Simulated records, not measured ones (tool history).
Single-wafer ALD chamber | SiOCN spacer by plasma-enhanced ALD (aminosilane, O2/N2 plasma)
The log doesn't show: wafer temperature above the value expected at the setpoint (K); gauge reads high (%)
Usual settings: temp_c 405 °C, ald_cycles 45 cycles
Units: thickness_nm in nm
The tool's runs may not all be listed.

run	day	temp_c	ald_cycles	wafers since the last listed run	hours since the last thermocouple change	hours since the gauge calibration	read-back reference wafer on the same gauge, thickness_nm	thickness_nm
1	0.000	417	45	0	1009.9	1206.9	2.850	2.494
2	1.817	405	45	282	1053.5	1250.5	2.852	2.583
3	2.879	405	45	165	1079.0	1276.0	2.848	2.585
4	3.896	405	45	158	1103.4	1300.4	2.851	2.587
# day 5.483: gauge calibrated
5	6.888	405	45	465	1175.2	33.7	2.849	2.580
6	8.779	405	45	294	1220.6	79.1	2.850	2.580
7	9.875	412	48	170	1246.9	105.4	2.851	2.688
8	12.250	405	45	369	1303.9	162.4	2.851	2.582
9	14.229	405	45	307	1351.4	209.9	2.850	2.570
10	16.138	405	49	296	1397.2	255.7	2.850	2.812
11	19.083	405	45	458	1467.9	326.4	2.851	2.583
12	21.992	405	45	452	1537.7	396.2	2.850	2.574
13	24.908	405	45	453	1607.7	466.2	2.851	2.579
14	32.438	405	45	1170	1788.4	646.9	2.849	2.581
15	34.371	405	45	300	1834.8	693.3	2.851	2.590
16	36.958	405	45	402	1896.9	755.4	2.849	2.577
17	38.429	405	45	228	1932.2	790.7	2.850	2.568
18	40.979	405	45	396	1993.4	851.9	2.850	2.581
19	42.304	405	39	206	2025.2	883.7	2.850	2.238
20	44.362	419	37	320	2074.6	933.1	2.848	2.036
21	46.217	393	38	288	2119.1	977.6	2.849	2.254
22	48.462	410	37	349	2173.0	1031.5	2.850	2.082
23	50.833	412	39	368	2229.9	1088.4	2.851	2.193
# day 53.617: thermocouple changed; heater temperature recalibrated
24	53.638	394	45	384	0.5	1155.7	2.850	2.671
25	54.900	405	45	196	30.8	1186.0	2.850	2.620
26	56.104	393	48	187	59.7	1214.9	2.850	2.844
27	58.917	411	49	437	127.2	1282.4	2.850	2.801
28	61.221	401	45	358	182.5	1337.7	2.851	2.651
29	63.238	393	48	313	230.9	1386.1	2.851	2.833
# day 65.046: gauge calibrated
30	65.688	405	40	380	289.7	15.4	2.851	2.325
31	69.538	419	52	598	382.1	107.8	2.851	2.897
32	72.533	405	45	465	454.0	179.7	2.851	2.605
33	74.950	398	38	375	512.0	237.7	2.848	2.245
34	76.533	397	39	246	550.0	275.7	2.849	2.310
35	77.738	413	48	187	578.9	304.6	2.850	2.716
36	79.617	417	53	292	624.0	349.7	2.849	2.961
37	80.883	405	45	196	654.4	380.1	2.851	2.588
38	83.483	405	45	404	716.8	442.5	2.850	2.603
39	85.100	411	45	251	755.6	481.3	2.850	2.546

The tool's hidden state at each run:
gauge reads high (%): 0 in every run
H1: wafer temperature above the value expected at the setpoint (K)
run	H1
1	5.05
2	5.15
3	5.2
4	5.25
5	5.39
6	5.48
7	5.52
8	5.62
9	5.69
10	5.76
11	5.86
12	5.95
13	6.03
14	6.22
15	6.26
16	6.31
17	6.34
18	6.38
19	6.41
20	6.44
21	6.47
22	6.5
23	6.53
24	-0.252
25	-0.0339
26	0.167
27	0.611
28	0.949
29	1.23
30	1.55
31	2.01
32	2.33
33	2.57
34	2.72
35	2.83
36	3
37	3.1
38	3.31
39	3.43

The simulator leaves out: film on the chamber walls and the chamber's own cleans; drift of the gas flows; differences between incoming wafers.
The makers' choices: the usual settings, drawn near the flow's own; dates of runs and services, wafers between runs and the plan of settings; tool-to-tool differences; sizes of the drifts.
